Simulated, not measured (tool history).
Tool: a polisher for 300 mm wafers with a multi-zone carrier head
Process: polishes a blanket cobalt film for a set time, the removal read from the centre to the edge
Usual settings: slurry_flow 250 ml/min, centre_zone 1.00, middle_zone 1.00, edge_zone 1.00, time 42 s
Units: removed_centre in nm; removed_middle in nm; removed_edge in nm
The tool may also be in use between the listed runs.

run,hour,slurry_flow,centre_zone,middle_zone,edge_zone,time,"incoming thickness of the incoming film, nm",removed_centre,removed_middle,removed_edge
1,0.0,250,1.00,1.06,0.92,42,1237.0,236.6,242.8,233.8
2,15.9,250,1.00,1.10,0.92,42,1261.2,233.0,258.2,233.7
3,32.0,250,1.00,1.09,0.90,42,1256.1,230.6,250.2,229.7
4,46.1,250,1.00,1.10,0.92,42,1232.3,233.5,256.4,233.0
5,59.0,250,1.00,1.00,1.00,42,1245.1,231.6,233.7,243.0
6,72.8,250,0.97,0.91,0.92,42,1258.7,228.3,217.3,233.7
7,81.8,220,1.08,0.94,0.97,42,1259.6,243.3,219.3,231.9
8,92.1,250,1.00,1.09,0.90,42,1276.9,226.3,256.7,225.9
# hour 100.9: worn pad replaced by a new one
9,101.7,250,0.89,1.00,1.00,42,1269.0,205.2,234.9,236.6
10,112.9,250,1.00,0.96,1.11,42,1234.7,231.1,228.5,253.3
11,120.3,250,1.11,1.00,0.97,56,1282.3,335.3,309.8,316.3
12,140.3,250,1.00,1.00,0.97,42,1252.0,227.1,235.3,234.9
13,146.6,250,0.94,1.00,1.00,42,1237.7,218.7,234.3,239.3
14,154.6,310,0.88,1.00,1.00,42,1240.2,209.1,242.1,245.7
15,160.8,250,1.05,1.00,1.09,42,1276.7,245.8,232.5,249.2
16,209.1,250,1.05,1.00,1.00,42,1260.8,244.3,235.8,238.1
# hour 219.6: worn pad replaced by a new one
17,220.1,175,1.07,1.04,1.07,42,1262.2,225.8,220.7,237.4
18,233.7,250,1.00,1.00,1.00,42,1254.9,227.8,232.7,234.8
19,243.3,250,0.94,1.00,1.00,42,1256.7,213.6,236.3,239.5
20,258.6,250,1.00,1.00,0.94,28,1272.2,149.2,157.7,154.3
21,272.8,250,1.00,1.00,0.94,34,1255.6,183.0,183.6,188.3
# hour 284.4: slurry nozzle cleaned
22,284.8,250,1.00,0.93,1.00,42,1278.7,235.5,222.1,242.7
23,302.3,210,1.00,1.00,1.00,42,1287.7,236.1,229.0,242.3

What the log doesn't show, run by run:
removal rate lost through wear of the pad, %: 0 in every run
deviation of the centre zone's pressure from its setpoint, %: 0 in every run
deviation of the edge zone's pressure from its setpoint, %: 0 in every run
H1: slurry flow missing at the pad, %
run,H1
1,8.78
2,11
3,12.9
4,14.4
5,15.6
6,16.7
7,17.4
8,18.1
9,18.7
10,19.4
11,19.8
12,20.7
13,21
14,21.3
15,21.5
16,22.9
17,23.1
18,23.4
19,23.6
20,23.8
21,24
22,2.02
23,5.28
